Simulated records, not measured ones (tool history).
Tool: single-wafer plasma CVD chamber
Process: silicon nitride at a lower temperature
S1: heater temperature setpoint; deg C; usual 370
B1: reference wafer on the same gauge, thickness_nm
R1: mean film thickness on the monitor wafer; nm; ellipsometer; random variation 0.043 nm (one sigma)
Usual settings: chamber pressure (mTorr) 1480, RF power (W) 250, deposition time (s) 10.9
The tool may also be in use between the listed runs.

{"run": 1, "hour": 0.0, "S1": 370, "chamber pressure (mTorr)": 1480, "RF power (W)": 250, "deposition time (s)": 10.9, "B1": 9.189, "R1": 10.438}
{"run": 2, "hour": 13.8, "S1": 370, "chamber pressure (mTorr)": 1480, "RF power (W)": 250, "deposition time (s)": 10.9, "B1": 9.215, "R1": 10.472}
{"run": 3, "hour": 22.0, "S1": 370, "chamber pressure (mTorr)": 1480, "RF power (W)": 250, "deposition time (s)": 10.9, "B1": 9.196, "R1": 10.545}
{"run": 4, "hour": 33.2, "S1": 374, "chamber pressure (mTorr)": 1480, "RF power (W)": 215, "deposition time (s)": 10.9, "B1": 9.201, "R1": 9.182}
{"run": 5, "hour": 50.8, "S1": 374, "chamber pressure (mTorr)": 1480, "RF power (W)": 215, "deposition time (s)": 10.9, "B1": 9.208, "R1": 9.26}
{"run": 6, "hour": 58.8, "S1": 374, "chamber pressure (mTorr)": 1480, "RF power (W)": 215, "deposition time (s)": 10.9, "B1": 9.199, "R1": 9.22}
{"run": 7, "hour": 68.7, "S1": 370, "chamber pressure (mTorr)": 1480, "RF power (W)": 250, "deposition time (s)": 12.4, "B1": 9.195, "R1": 11.911}
{"run": 8, "hour": 85.6, "S1": 370, "chamber pressure (mTorr)": 1480, "RF power (W)": 250, "deposition time (s)": 12.4, "B1": 9.204, "R1": 11.871}
{"hour": 97.5, "done": "thermocouple changed; heater temperature recalibrated"}
{"run": 9, "hour": 99.9, "S1": 370, "chamber pressure (mTorr)": 1480, "RF power (W)": 250, "deposition time (s)": 10.9, "B1": 9.196, "R1": 10.433}
{"run": 10, "hour": 108.8, "S1": 370, "chamber pressure (mTorr)": 1480, "RF power (W)": 250, "deposition time (s)": 10.9, "B1": 9.206, "R1": 10.369}
{"hour": 124.6, "done": "showerhead replaced"}
{"run": 11, "hour": 125.1, "S1": 370, "chamber pressure (mTorr)": 1480, "RF power (W)": 285, "deposition time (s)": 10.9, "B1": 9.207, "R1": 11.489}
{"run": 12, "hour": 131.6, "S1": 384, "chamber pressure (mTorr)": 1350, "RF power (W)": 250, "deposition time (s)": 12.2, "B1": 9.205, "R1": 11.162}
{"hour": 141.3, "done": "capacitance manometer re-zeroed and calibrated"}
{"run": 13, "hour": 141.8, "S1": 379, "chamber pressure (mTorr)": 1480, "RF power (W)": 250, "deposition time (s)": 10.9, "B1": 9.2, "R1": 10.374}
{"run": 14, "hour": 153.0, "S1": 361, "chamber pressure (mTorr)": 1480, "RF power (W)": 215, "deposition time (s)": 11.7, "B1": 9.211, "R1": 9.801}
{"run": 15, "hour": 164.8, "S1": 370, "chamber pressure (mTorr)": 1480, "RF power (W)": 250, "deposition time (s)": 10.9, "B1": 9.211, "R1": 10.285}
{"run": 16, "hour": 175.0, "S1": 356, "chamber pressure (mTorr)": 1480, "RF power (W)": 210, "deposition time (s)": 10.9, "B1": 9.199, "R1": 9.013}
{"hour": 190.6, "done": "RF generator calibrated"}
{"hour": 200.9, "done": "gauge calibrated"}
{"run": 17, "hour": 218.3, "S1": 355, "chamber pressure (mTorr)": 1120, "RF power (W)": 270, "deposition time (s)": 10.9, "B1": 9.195, "R1": 10.544}
{"run": 18, "hour": 230.3, "S1": 356, "chamber pressure (mTorr)": 1480, "RF power (W)": 210, "deposition time (s)": 10.9, "B1": 9.187, "R1": 9.564}
{"run": 19, "hour": 237.6, "S1": 370, "chamber pressure (mTorr)": 1480, "RF power (W)": 250, "deposition time (s)": 10.9, "B1": 9.198, "R1": 11.005}
{"run": 20, "hour": 255.9, "S1": 370, "chamber pressure (mTorr)": 1480, "RF power (W)": 300, "deposition time (s)": 10.9, "B1": 9.202, "R1": 12.669}
{"run": 21, "hour": 298.7, "S1": 385, "chamber pressure (mTorr)": 1150, "RF power (W)": 265, "deposition time (s)": 12.6, "B1": 9.197, "R1": 11.986}
{"run": 22, "hour": 313.7, "S1": 370, "chamber pressure (mTorr)": 1480, "RF power (W)": 250, "deposition time (s)": 10.9, "B1": 9.191, "R1": 10.931}

Forecast each of these 4 alternatives for the next run:
{"run": "A", "hour": 314.1, "S1": 370, "chamber pressure (mTorr)": 1480, "RF power (W)": 250, "deposition time (s)": 10.9, "B1": "?", "R1": "?"}
{"run": "B", "hour": 314.1, "S1": 362, "chamber pressure (mTorr)": 1730, "RF power (W)": 295, "deposition time (s)": 12.6, "B1": "?", "R1": "?"}
{"run": "C", "hour": 314.1, "S1": 358, "chamber pressure (mTorr)": 1480, "RF power (W)": 225, "deposition time (s)": 10.1, "B1": "?", "R1": "?"}
{"run": "D", "hour": 314.1, "S1": 370, "chamber pressure (mTorr)": 1760, "RF power (W)": 280, "deposition time (s)": 12.8, "B1": "?", "R1": "?"}

run=A B1=9.203 R1=10.989
run=B B1=9.203 R1=15.277
run=C B1=9.203 R1=9.379
run=D B1=9.203 R1=14.963
Without the tool's hidden state the same runs would have given:
run=A R1=11.193
run=B R1=15.550
run=C R1=9.561
run=D R1=15.231
